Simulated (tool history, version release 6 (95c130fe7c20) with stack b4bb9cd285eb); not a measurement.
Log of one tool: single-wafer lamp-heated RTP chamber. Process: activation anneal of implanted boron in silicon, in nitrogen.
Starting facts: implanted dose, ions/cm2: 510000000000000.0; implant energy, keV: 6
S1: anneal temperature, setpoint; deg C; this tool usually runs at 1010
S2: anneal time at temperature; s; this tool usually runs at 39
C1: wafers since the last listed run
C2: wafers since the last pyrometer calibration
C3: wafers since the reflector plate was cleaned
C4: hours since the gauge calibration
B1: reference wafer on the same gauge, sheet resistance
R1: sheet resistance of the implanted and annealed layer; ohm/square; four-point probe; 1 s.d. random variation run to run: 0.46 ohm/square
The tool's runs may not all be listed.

run 1 hour=0.0 | S1=1010 S2=31 | C1=0 C2=2544 C3=3329 C4=18.4 | B1=233.92 | R1=240.42
-- hour=26.1 pyrometer window cleaned and pyrometer calibrated
run 2 hour=38.0 | S1=1010 S2=39 | C1=356 C2=141 C3=3685 C4=56.4 | B1=234.07 | R1=242.09
run 3 hour=45.7 | S1=1010 S2=39 | C1=91 C2=232 C3=3776 C4=64.1 | B1=233.98 | R1=240.95
run 4 hour=76.9 | S1=1010 S2=39 | C1=370 C2=603 C3=4147 C4=95.3 | B1=233.96 | R1=240.87
run 5 hour=90.2 | S1=1010 S2=39 | C1=158 C2=761 C3=4305 C4=108.6 | B1=234.10 | R1=240.73
run 6 hour=108.0 | S1=1010 S2=39 | C1=211 C2=972 C3=4517 C4=126.4 | B1=234.03 | R1=241.84
run 7 hour=119.3 | S1=1010 S2=39 | C1=134 C2=1106 C3=4651 C4=137.7 | B1=233.86 | R1=240.93
run 8 hour=131.3 | S1=1010 S2=39 | C1=142 C2=1249 C3=4793 C4=149.7 | B1=234.10 | R1=240.37
run 9 hour=139.5 | S1=1010 S2=39 | C1=97 C2=1346 C3=4891 C4=157.9 | B1=233.93 | R1=240.26
run 10 hour=146.6 | S1=1010 S2=39 | C1=84 C2=1431 C3=4975 C4=165.0 | B1=234.02 | R1=240.58
run 11 hour=153.8 | S1=1010 S2=39 | C1=85 C2=1516 C3=5061 C4=172.2 | B1=234.03 | R1=239.99
run 12 hour=170.6 | S1=1031 S2=19 | C1=199 C2=1716 C3=5260 C4=189.0 | B1=233.98 | R1=241.53
run 13 hour=181.1 | S1=1029 S2=51 | C1=124 C2=1841 C3=5385 C4=199.5 | B1=234.04 | R1=235.48
run 14 hour=198.3 | S1=1010 S2=39 | C1=204 C2=2045 C3=5589 C4=216.7 | B1=233.96 | R1=240.44

For run 15, what comes out?
run 15 hour=213.6 | S1=1024 S2=28 | C1=181 C2=2227 C3=5771 C4=232.0 | B1=? | R1=?

Run 15 produced B1 234.05, R1 240.16 ohm/square.
Had the tool carried no hidden state, the very same run would have given R1 241.27 ohm/square.
